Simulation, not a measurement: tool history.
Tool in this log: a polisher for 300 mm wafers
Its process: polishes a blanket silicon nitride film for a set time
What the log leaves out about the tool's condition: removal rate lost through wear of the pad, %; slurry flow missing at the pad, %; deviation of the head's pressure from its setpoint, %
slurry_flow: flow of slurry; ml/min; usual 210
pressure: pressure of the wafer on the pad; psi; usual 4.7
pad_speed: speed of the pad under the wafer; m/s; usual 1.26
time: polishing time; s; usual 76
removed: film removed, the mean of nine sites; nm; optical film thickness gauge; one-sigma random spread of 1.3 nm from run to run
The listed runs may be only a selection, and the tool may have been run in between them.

run   hour  slurry_flow  pressure  pad_speed  time  wafers since the last listed run  wafers polished on this pad  hours since the slurry nozzle was cleaned  hours since the head pressure was calibrated  incoming thickness of the incoming film, nm  removed
  1    0.0          210       4.7       1.26    76                                 0                          421                                      264.9                                         854.2                                        919.8    159.4
  2   11.0          210       4.7       1.26    76                                65                          486                                      275.9                                         865.2                                        901.0    159.4
  3   18.8          210       4.7       1.26    76                                46                          533                                      283.7                                         873.0                                        924.4    160.3
  4   29.4          210       4.7       1.26    76                                63                          597                                      294.3                                         883.6                                        906.2    158.5
  5   45.3          210       4.7       1.26    76                                95                          692                                      310.2                                         899.5                                        909.6    156.7
  6   55.5          245       4.7       1.26    76                                61                          753                                      320.4                                         909.7                                        920.7    162.2
  7   63.5          210       4.7       1.26    76                                47                          801                                      328.4                                         917.7                                        930.1    157.7
  8   75.2          210       5.8       1.42    76                                70                          871                                      340.1                                         929.4                                        922.4    211.3
  9   81.4          210       4.7       0.86    76                                37                          908                                      346.3                                         935.6                                        899.5    118.3
 10   97.7          265       3.5       1.26    89                                97                         1005                                      362.6                                         951.9                                        914.4    143.4
     108.5  -- worn pad replaced by a new one
 11  111.2          265       3.5       1.26    89                                56                           16                                      376.1                                         965.4                                        925.1    152.5
 12  128.0          210       3.4       1.26    53                               100                          116                                      392.9                                         982.2                                        905.5     85.3
     142.3  -- slurry nozzle cleaned
 13  142.9          210       4.7       1.26    76                                83                          199                                        0.6                                         997.1                                        914.1    166.7
     160.8  -- head pressure recalibrated
 14  161.3          235       4.1       1.38    76                                98                          298                                       19.0                                           0.5                                        921.7    155.1
 15  211.4          210       4.7       1.26    76                               299                          598                                       69.1                                          50.6                                        934.6    157.5

Hidden state at the last listed run before each entry between runs and at the first one after, where it differs:
Runs 10 to 11: worn pad replaced by a new one (hour 108.5)
  removal rate lost through wear of the pad, %: 6.94 -> 0.539
  difference, measured minus the result without the unlogged condition, removed: -10.7 -> -0.8 nm
Runs 12 to 13: slurry nozzle cleaned (hour 142.3)
  removal rate lost through wear of the pad, %: 2.41 -> 3.64
  difference, measured minus the result without the unlogged condition, removed: -2.1 -> -6.3 nm
Runs 13 to 14: head pressure recalibrated (hour 160.8)
  removal rate lost through wear of the pad, %: 3.64 -> 4.74
  difference, measured minus the result without the unlogged condition, removed: -6.3 -> -7.7 nm
